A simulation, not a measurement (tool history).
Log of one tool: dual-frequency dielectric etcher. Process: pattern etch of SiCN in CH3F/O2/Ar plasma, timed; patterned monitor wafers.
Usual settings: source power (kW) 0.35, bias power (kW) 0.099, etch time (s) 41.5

| run | day | source power (kW) | bias power (kW) | etch time (s) | read-back reference wafer on the same gauge, depth_nm | mean etch depth across the wafer (nm) |
|---|---|---|---|---|---|---|
| 1 | 0 | 0.35 | 0.099 | 45 | 18.52 | 20.25 |
| 2 | 0.604 | 0.35 | 0.099 | 45 | 18.5 | 20.19 |
|  | 2.258 | wet clean of the chamber, repeated, since the last time left the tool worse |
| 3 | 2.279 | 0.35 | 0.099 | 41.5 | 18.51 | 17.47 |
| 4 | 2.292 | 0.41 | 0.099 | 41.5 | 18.51 | 18.55 |
|  | 2.446 | gauge calibrated |
| 5 | 3.167 | 0.41 | 0.099 | 41.5 | 18.49 | 18.54 |
|  | 5.742 | upper electrode replaced |
| 6 | 5.762 | 0.39 | 0.099 | 41.5 | 18.5 | 18.42 |
| 7 | 5.912 | 0.35 | 0.099 | 41.5 | 18.49 | 17.57 |
| 8 | 6.7 | 0.35 | 0.099 | 41.5 | 18.52 | 17.7 |
|  | 7.325 | bias power generator calibrated |
| 9 | 7.642 | 0.42 | 0.114 | 37 | 18.5 | 18.22 |
| 10 | 9.129 | 0.31 | 0.08 | 45.5 | 18.49 | 16.65 |
| 11 | 9.85 | 0.43 | 0.116 | 41.5 | 18.52 | 20.62 |
| 12 | 10.45 | 0.4 | 0.099 | 41.5 | 18.51 | 18.71 |
| 13 | 11.425 | 0.39 | 0.107 | 49.5 | 18.48 | 23.16 |
| 14 | 12.167 | 0.42 | 0.099 | 41.5 | 18.5 | 18.95 |
| 15 | 12.962 | 0.35 | 0.099 | 41.5 | 18.5 | 17.86 |
| 16 | 13.754 | 0.35 | 0.11 | 41.5 | 18.5 | 18.89 |
|  | 15.6 | wet clean of the chamber |
| 17 | 15.621 | 0.35 | 0.119 | 45.5 | 18.52 | 21.18 |
| 18 | 15.921 | 0.41 | 0.079 | 37 | 18.48 | 14.56 |
| 19 | 16.442 | 0.44 | 0.087 | 31 | 18.48 | 13.18 |
| 20 | 17.317 | 0.31 | 0.076 | 45 | 18.49 | 15.77 |
| 21 | 18.242 | 0.35 | 0.124 | 41.5 | 18.49 | 19.88 |
| 22 | 18.829 | 0.35 | 0.099 | 41.5 | 18.49 | 17.6 |

The next listed run, before its measurement:
| 23 | 20.267 | 0.31 | 0.099 | 50.5 | ? | ? |

Run 23 gave read-back reference wafer on the same gauge, depth_nm 18.51, mean etch depth across the wafer (nm) 20.62.
Without the tool's hidden state the same run would have given mean etch depth across the wafer (nm) 20.42.
